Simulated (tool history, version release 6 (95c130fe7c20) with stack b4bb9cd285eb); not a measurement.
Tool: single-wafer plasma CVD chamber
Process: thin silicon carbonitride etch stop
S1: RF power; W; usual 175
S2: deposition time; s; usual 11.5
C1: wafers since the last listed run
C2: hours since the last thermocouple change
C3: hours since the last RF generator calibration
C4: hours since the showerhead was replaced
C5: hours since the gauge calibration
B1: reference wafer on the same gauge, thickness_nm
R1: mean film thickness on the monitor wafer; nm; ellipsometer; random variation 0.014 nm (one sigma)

{"run": 1, "hour": 0.0, "S1": 175, "S2": 11.5, "C1": 0, "C2": 1031.8, "C3": 109.7, "C4": 4321.9, "C5": 408.3, "B1": 6.012, "R1": 6.338}
{"run": 2, "hour": 60.4, "S1": 175, "S2": 11.5, "C1": 1617, "C2": 1092.2, "C3": 170.1, "C4": 4382.3, "C5": 468.7, "B1": 6.011, "R1": 6.318}
{"run": 3, "hour": 96.8, "S1": 175, "S2": 11.5, "C1": 975, "C2": 1128.6, "C3": 206.5, "C4": 4418.7, "C5": 505.1, "B1": 6.01, "R1": 6.343}
{"run": 4, "hour": 149.1, "S1": 175, "S2": 11.5, "C1": 1400, "C2": 1180.9, "C3": 258.8, "C4": 4471.0, "C5": 557.4, "B1": 6.009, "R1": 6.344}
{"run": 5, "hour": 181.1, "S1": 175, "S2": 11.5, "C1": 857, "C2": 1212.9, "C3": 290.8, "C4": 4503.0, "C5": 589.4, "B1": 6.006, "R1": 6.343}
{"run": 6, "hour": 207.4, "S1": 175, "S2": 11.5, "C1": 704, "C2": 1239.2, "C3": 317.1, "C4": 4529.3, "C5": 615.7, "B1": 6.015, "R1": 6.296}
{"run": 7, "hour": 251.6, "S1": 175, "S2": 11.5, "C1": 1183, "C2": 1283.4, "C3": 361.3, "C4": 4573.5, "C5": 659.9, "B1": 6.011, "R1": 6.298}
{"run": 8, "hour": 282.8, "S1": 175, "S2": 11.5, "C1": 835, "C2": 1314.6, "C3": 392.5, "C4": 4604.7, "C5": 691.1, "B1": 6.011, "R1": 6.315}
{"hour": 299.9, "done": "gauge calibrated"}
{"run": 9, "hour": 315.7, "S1": 175, "S2": 11.5, "C1": 881, "C2": 1347.5, "C3": 425.4, "C4": 4637.6, "C5": 15.8, "B1": 6.01, "R1": 6.294}
{"run": 10, "hour": 381.4, "S1": 175, "S2": 10.3, "C1": 1759, "C2": 1413.2, "C3": 491.1, "C4": 4703.3, "C5": 81.5, "B1": 6.01, "R1": 5.655}
{"run": 11, "hour": 430.4, "S1": 150, "S2": 13.4, "C1": 1312, "C2": 1462.2, "C3": 540.1, "C4": 4752.3, "C5": 130.5, "B1": 6.007, "R1": 7.035}
{"hour": 459.5, "done": "thermocouple changed; heater temperature recalibrated"}
{"run": 12, "hour": 495.7, "S1": 145, "S2": 9.3, "C1": 1534, "C2": 36.2, "C3": 605.4, "C4": 4817.6, "C5": 195.8, "B1": 6.009, "R1": 4.825}
{"run": 13, "hour": 550.3, "S1": 175, "S2": 10.3, "C1": 1462, "C2": 90.8, "C3": 660.0, "C4": 4872.2, "C5": 250.4, "B1": 6.009, "R1": 5.645}
{"run": 14, "hour": 621.0, "S1": 175, "S2": 13.1, "C1": 1893, "C2": 161.5, "C3": 730.7, "C4": 4942.9, "C5": 321.1, "B1": 6.008, "R1": 7.203}
{"hour": 642.1, "done": "showerhead replaced"}
{"hour": 651.8, "done": "RF generator calibrated"}
{"run": 15, "hour": 682.1, "S1": 185, "S2": 11.5, "C1": 1208, "C2": 222.6, "C3": 30.3, "C4": 40.0, "C5": 382.2, "B1": 6.012, "R1": 6.466}
{"run": 16, "hour": 725.5, "S1": 175, "S2": 10.6, "C1": 1162, "C2": 266.0, "C3": 73.7, "C4": 83.4, "C5": 425.6, "B1": 6.009, "R1": 5.868}
{"run": 17, "hour": 764.2, "S1": 175, "S2": 11.5, "C1": 1036, "C2": 304.7, "C3": 112.4, "C4": 122.1, "C5": 464.3, "B1": 6.01, "R1": 6.345}
{"run": 18, "hour": 834.5, "S1": 145, "S2": 12.3, "C1": 1883, "C2": 375.0, "C3": 182.7, "C4": 192.4, "C5": 534.6, "B1": 6.008, "R1": 6.416}
{"run": 19, "hour": 873.6, "S1": 165, "S2": 13.7, "C1": 1047, "C2": 414.1, "C3": 221.8, "C4": 231.5, "C5": 573.7, "B1": 6.007, "R1": 7.425}
{"run": 20, "hour": 910.7, "S1": 205, "S2": 12.1, "C1": 993, "C2": 451.2, "C3": 258.9, "C4": 268.6, "C5": 610.8, "B1": 6.008, "R1": 6.95}

Hidden state or all else? Some run-to-run changes of R1, split into what the settings, what came in and random variation would give without the hidden state, and what is left for the hidden state (with any gauge scatter that isn't in both results):
The hidden state here: wafer temperature above the value expected at the setpoint (K); delivered RF power above the setpoint (%); gauge reads high (%).
Run 11 -> 12: S1 150 -> 145, S2 13.4 -> 9.3, thermocouple changed; heater temperature recalibrated. R1 -2.210 nm: hidden state +0.021, all else -2.231.
Run 13 -> 14: S2 10.3 -> 13.1. R1 +1.558 nm: hidden state -0.017, all else +1.575.
Run 14 -> 15: S1 175 -> 185, S2 13.1 -> 11.5, showerhead replaced, RF generator calibrated. R1 -0.737 nm: hidden state +0.054, all else -0.791.
